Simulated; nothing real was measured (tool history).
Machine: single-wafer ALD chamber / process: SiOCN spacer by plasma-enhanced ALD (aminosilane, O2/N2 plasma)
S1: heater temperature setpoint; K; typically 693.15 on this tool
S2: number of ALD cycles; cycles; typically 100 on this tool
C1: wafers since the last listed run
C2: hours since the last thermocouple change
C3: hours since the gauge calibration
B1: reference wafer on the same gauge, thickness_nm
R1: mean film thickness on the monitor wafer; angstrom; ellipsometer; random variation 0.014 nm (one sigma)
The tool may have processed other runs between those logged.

run   hour      S1   S2  C1      C2     C3     B1     R1
  1    0.0  702.15  100   0  1799.3   48.9  6.059  56.45
  2   17.6  693.15  100  51  1816.9   66.5  6.059  57.60
  3   31.4  693.15  100  40  1830.7   80.3  6.062  57.99
  4   53.1  693.15  100  64  1852.4  102.0  6.061  58.22
  5   61.0  693.15   93  23  1860.3  109.9  6.063  53.87
  6   68.9  693.15   93  23  1868.2  117.8  6.066  53.94
      76.2  -- gauge calibrated
  7   81.0  693.15   93  35  1880.3    4.8  6.062  54.03
  8   91.3  698.15  100  30  1890.6   15.1  6.052  57.27
  9  105.1  700.15  110  40  1904.4   28.9  6.056  62.53
 10  114.1  703.15  113  26  1913.4   37.9  6.058  63.74
 11  122.1  693.15  100  23  1921.4   45.9  6.059  57.92
 12  134.9  708.15   89  37  1934.2   58.7  6.057  49.51
 13  141.0  693.15  100  18  1940.3   64.8  6.059  58.00
     149.3  -- thermocouple changed; heater temperature recalibrated
 14  150.7  693.15  100   5     1.4   74.5  6.055  57.87
 15  165.2  698.15   92  42    15.9   89.0  6.055  52.34
 16  172.5  705.15  113  21    23.2   96.3  6.059  63.31
 17  190.4  698.15  111  52    41.1  114.2  6.060  63.04

Here are 5 independent what-if runs from the current tool condition. What would each one return?
  A  191.0  693.15  115   1  41.7  114.8   ?   ?
  B  191.0  681.15  117   1  41.7  114.8   ?   ?
  C  191.0  684.15  115   1  41.7  114.8   ?   ?
  D  191.0  688.15  110   1  41.7  114.8   ?   ?
  E  191.0  697.15  100   1  41.7  114.8   ?   ?

run     B1     R1
  A  6.057  66.71
  B  6.057  70.16
  C  6.057  68.40
  D  6.057  64.70
  E  6.057  57.36
With no hidden state in the tool, these same runs would have given:
run     R1
  A  66.71
  B  70.16
  C  68.40
  D  64.70
  E  57.36
